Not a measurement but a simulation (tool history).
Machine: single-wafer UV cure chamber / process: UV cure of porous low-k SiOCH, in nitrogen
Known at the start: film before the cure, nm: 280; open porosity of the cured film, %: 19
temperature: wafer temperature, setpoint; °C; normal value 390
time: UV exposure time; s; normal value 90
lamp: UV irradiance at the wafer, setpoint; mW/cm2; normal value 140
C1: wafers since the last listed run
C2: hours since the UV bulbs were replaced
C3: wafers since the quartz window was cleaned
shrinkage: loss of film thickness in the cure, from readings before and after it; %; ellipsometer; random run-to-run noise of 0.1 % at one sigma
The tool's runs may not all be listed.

Run 1, day 0.000: usual settings; C1 0; C2 2221.6; C3 990. Result: shrinkage 8.463 %.
Run 2, day 1.458: usual settings; C1 344; C2 2256.6; C3 1335. Result: shrinkage 8.305 %.
Run 3, day 3.392: usual settings; C1 456; C2 2303.0; C3 1791. Result: shrinkage 8.097 %.
Run 4, day 4.692: usual settings but temperature 403 °C, time 50 s; C1 307; C2 2334.2; C3 2099. Result: shrinkage 6.020 %.
Run 5, day 7.312: usual settings but temperature 403 °C, time 50 s; C1 619; C2 2397.1; C3 2718. Result: shrinkage 5.844 %.
Run 6, day 9.054: usual settings but temperature 403 °C, time 50 s; C1 411; C2 2438.9; C3 3129. Result: shrinkage 5.752 %.
Run 7, day 11.692: usual settings but time 50 s, lamp 164 mW/cm2; C1 623; C2 2502.2; C3 3753. Result: shrinkage 5.999 %.
Run 8, day 13.321: usual settings but time 50 s, lamp 164 mW/cm2; C1 384; C2 2541.3; C3 4138. Result: shrinkage 6.055 %.
At day 15.833: quartz window cleaned.
Run 9, day 15.854: usual settings but time 50 s, lamp 164 mW/cm2; C1 519; C2 2602.1; C3 4. Result: shrinkage 7.055 %.
Run 10, day 17.696: usual settings; C1 435; C2 2646.3; C3 439. Result: shrinkage 8.543 %.
At day 19.192: UV bulbs replaced.
Run 11, day 20.383: usual settings but temperature 395 °C; C1 556; C2 28.6; C3 995. Result: shrinkage 8.546 %.
Run 12, day 22.279: usual settings but temperature 403 °C, lamp 106 mW/cm2; C1 447; C2 74.1; C3 1443. Result: shrinkage 7.442 %.
Run 13, day 24.008: usual settings but time 125 s; C1 408; C2 115.6; C3 1852. Result: shrinkage 9.709 %.
Run 14, day 26.738: usual settings; C1 644; C2 181.1; C3 2497. Result: shrinkage 8.138 %.
Run 15, day 27.821: usual settings but temperature 404 °C, time 120 s; C1 255; C2 207.1; C3 2753. Result: shrinkage 9.472 %.
Run 16, day 28.908: usual settings but time 110 s, lamp 173 mW/cm2; C1 256; C2 233.2; C3 3010. Result: shrinkage 9.733 %.
Run 17, day 30.292: usual settings but time 65 s; C1 326; C2 266.4; C3 3337. Result: shrinkage 6.667 %.
Run 18, day 32.121: usual settings but temperature 396 °C, time 50 s; C1 432; C2 310.3; C3 3769. Result: shrinkage 5.713 %.
Run 19, day 33.142: usual settings but lamp 113 mW/cm2; C1 241; C2 334.8; C3 4010. Result: shrinkage 6.976 %.

Some steps in shrinkage between neighbouring runs. How much of each would the tool show without its hidden state too (settings, what came in, random variation), and how much is left for the hidden state, with any gauge scatter that isn't in both results?
Unlogged tool condition in this case: lamp output below its setpoint, %; transmission lost against a clean window, %.
Run 8 -> 9: quartz window cleaned. shrinkage +1.000 %: hidden state +0.913, all else +0.087.
Run 16 -> 17: time 110 -> 65, lamp 173 -> 140. shrinkage -3.066 %: hidden state -0.006, all else -3.060.

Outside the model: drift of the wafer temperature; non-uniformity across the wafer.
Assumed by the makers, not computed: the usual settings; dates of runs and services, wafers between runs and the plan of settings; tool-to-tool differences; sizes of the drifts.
